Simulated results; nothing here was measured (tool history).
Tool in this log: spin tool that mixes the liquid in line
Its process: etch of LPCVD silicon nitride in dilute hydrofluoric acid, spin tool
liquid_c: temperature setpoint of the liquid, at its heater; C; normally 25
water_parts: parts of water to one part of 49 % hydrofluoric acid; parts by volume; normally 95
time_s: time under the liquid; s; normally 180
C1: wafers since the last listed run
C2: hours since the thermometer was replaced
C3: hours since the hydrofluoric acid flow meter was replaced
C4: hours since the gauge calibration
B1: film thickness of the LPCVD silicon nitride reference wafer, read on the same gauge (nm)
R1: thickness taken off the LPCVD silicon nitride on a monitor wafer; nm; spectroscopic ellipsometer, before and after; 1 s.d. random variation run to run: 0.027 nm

Run 1, day 0: usual settings; C1 0; C2 1458.1; C3 247.9; C4 736; B1 89.993. Result: R1 0.759 nm.
Run 2, day 4.233: usual settings but liquid_c 28.5 C; C1 636; C2 1559.7; C3 349.5; C4 837.6; B1 90.016. Result: R1 0.957 nm.
Run 3, day 6.667: usual settings but liquid_c 28.5 C; C1 365; C2 1618.1; C3 407.9; C4 896; B1 89.994. Result: R1 0.954 nm.
Run 4, day 9.717: usual settings but water_parts 75 parts by volume; C1 458; C2 1691.3; C3 481.1; C4 969.2; B1 90.019. Result: R1 0.905 nm.
At day 10.812: hydrofluoric acid flow meter replaced.
Run 5, day 12.971: usual settings but water_parts 75 parts by volume; C1 482; C2 1769.4; C3 51.8; C4 1047.3; B1 89.969. Result: R1 0.926 nm.
Run 6, day 16.854: usual settings but water_parts 75 parts by volume; C1 583; C2 1862.6; C3 145; C4 1140.5; B1 90.003. Result: R1 0.923 nm.
Run 7, day 19.321: usual settings; C1 370; C2 1921.8; C3 204.2; C4 1199.7; B1 89.99. Result: R1 0.792 nm.
Run 8, day 21.462: usual settings; C1 321; C2 1973.2; C3 255.6; C4 1251.1; B1 90.004. Result: R1 0.725 nm.
At day 23.758: thermometer replaced.
Run 9, day 24.967: usual settings; C1 520; C2 29; C3 339.7; C4 1335.2; B1 89.989. Result: R1 0.889 nm.
Run 10, day 26.742: usual settings; C1 266; C2 71.6; C3 382.3; C4 1377.8; B1 90.002. Result: R1 0.848 nm.
Run 11, day 29.383: usual settings; C1 397; C2 135; C3 445.7; C4 1441.2; B1 90.011. Result: R1 0.822 nm.
Run 12, day 32.304: usual settings; C1 439; C2 205.1; C3 515.8; C4 1511.3; B1 90.005. Result: R1 0.831 nm.
Run 13, day 34.05: usual settings; C1 262; C2 247; C3 557.7; C4 1553.2; B1 89.978. Result: R1 0.896 nm.
At day 36.588: hydrofluoric acid flow meter replaced.
Run 14, day 37.142: usual settings; C1 458; C2 321.2; C3 13.3; C4 1627.4; B1 90.009. Result: R1 0.884 nm.
Run 15, day 40.712: usual settings but liquid_c 30 C, water_parts 115 parts by volume, time_s 245 s; C1 536; C2 406.9; C3 99; C4 1713.1; B1 90.017. Result: R1 1.302 nm.
Run 16, day 42.296: usual settings but liquid_c 22.5 C, water_parts 75 parts by volume, time_s 285 s; C1 238; C2 444.9; C3 137; C4 1751.1; B1 90.002. Result: R1 1.49 nm.
At day 44.062: gauge calibrated.
Run 17, day 45.304: usual settings; C1 452; C2 517.1; C3 209.2; C4 29.8; B1 90.01. Result: R1 0.845 nm.
Run 18, day 47.796: usual settings; C1 374; C2 576.9; C3 269; C4 89.6; B1 90.016. Result: R1 0.843 nm.
Run 19, day 50.925: usual settings; C1 470; C2 652; C3 344.1; C4 164.7; B1 89.981. Result: R1 0.819 nm.
Run 20, day 54.7: usual settings but liquid_c 20 C, water_parts 70 parts by volume, time_s 80 s; C1 567; C2 742.6; C3 434.7; C4 255.3; B1 90.011. Result: R1 0.361 nm.
Run 21, day 56.862: usual settings but water_parts 120 parts by volume; C1 325; C2 794.5; C3 486.6; C4 307.2; B1 90.021. Result: R1 0.621 nm.
Run 22, day 58.875: usual settings but water_parts 75 parts by volume, time_s 245 s; C1 302; C2 842.8; C3 534.9; C4 355.5; B1 89.994. Result: R1 1.446 nm.
At day 59.667: hydrofluoric acid flow meter replaced.
Run 23, day 62.212: usual settings but liquid_c 30 C, water_parts 110 parts by volume; C1 495; C2 922.9; C3 61.1; C4 435.6; B1 90.02. Result: R1 0.992 nm.
Run 24, day 64.258: usual settings but liquid_c 28 C, water_parts 120 parts by volume, time_s 235 s; C1 307; C2 972; C3 110.2; C4 484.7; B1 89.987. Result: R1 1.015 nm.
Run 25, day 66.617: usual settings but water_parts 135 parts by volume; C1 354; C2 1028.6; C3 166.8; C4 541.3; B1 90.006. Result: R1 0.565 nm.
Run 26, day 69.167: usual settings; C1 383; C2 1089.8; C3 228; C4 602.5; B1 89.994. Result: R1 0.776 nm.
Run 27, day 73.204: usual settings but liquid_c 29 C, water_parts 130 parts by volume, time_s 255 s; C1 607; C2 1186.7; C3 324.9; C4 699.4; B1 90.015. Result: R1 1.063 nm.
Run 28, day 77.029: usual settings but water_parts 110 parts by volume; C1 575; C2 1278.5; C3 416.7; C4 791.2; B1 90.006. Result: R1 0.673 nm.
Run 29, day 80.054: usual settings but liquid_c 27 C, water_parts 55 parts by volume, time_s 105 s; C1 454; C2 1351.1; C3 489.3; C4 863.8; B1 89.996. Result: R1 0.902 nm.
At day 82.167: hydrofluoric acid flow meter replaced.
Run 30, day 83.883: usual settings; C1 569; C2 1443; C3 41.2; C4 955.7; B1 89.988. Result: R1 0.764 nm.
Run 31, day 86.183: usual settings; C1 345; C2 1498.2; C3 96.4; C4 1010.9; B1 90.016. Result: R1 0.805 nm.
Run 32, day 89.171: usual settings; C1 449; C2 1569.9; C3 168.1; C4 1082.6; B1 90.016. Result: R1 0.798 nm.

Predict each of these 4 candidate next runs independently; none follows another, all start after run 32:
Run A, day 89.192: usual settings; C1 3; C2 1570.4; C3 168.6; C4 1083.1; B1 ?. Result: R1 ?.
Run B, day 89.192: usual settings but time_s 255 s; C1 3; C2 1570.4; C3 168.6; C4 1083.1; B1 ?. Result: R1 ?.
Run C, day 89.192: usual settings but liquid_c 28 C, water_parts 125 parts by volume, time_s 100 s; C1 3; C2 1570.4; C3 168.6; C4 1083.1; B1 ?. Result: R1 ?.
Run D, day 89.192: usual settings but liquid_c 23.5 C, water_parts 50 parts by volume, time_s 90 s; C1 3; C2 1570.4; C3 168.6; C4 1083.1; B1 ?. Result: R1 ?.

run      B1     R1
  A  90.024  0.789
  B  90.024  1.117
  C  90.024  0.407
  D  90.024  0.668
Without the tool's hidden state the same runs would have given:
run     R1
  A  0.925
  B   1.31
  C  0.474
  D  0.787
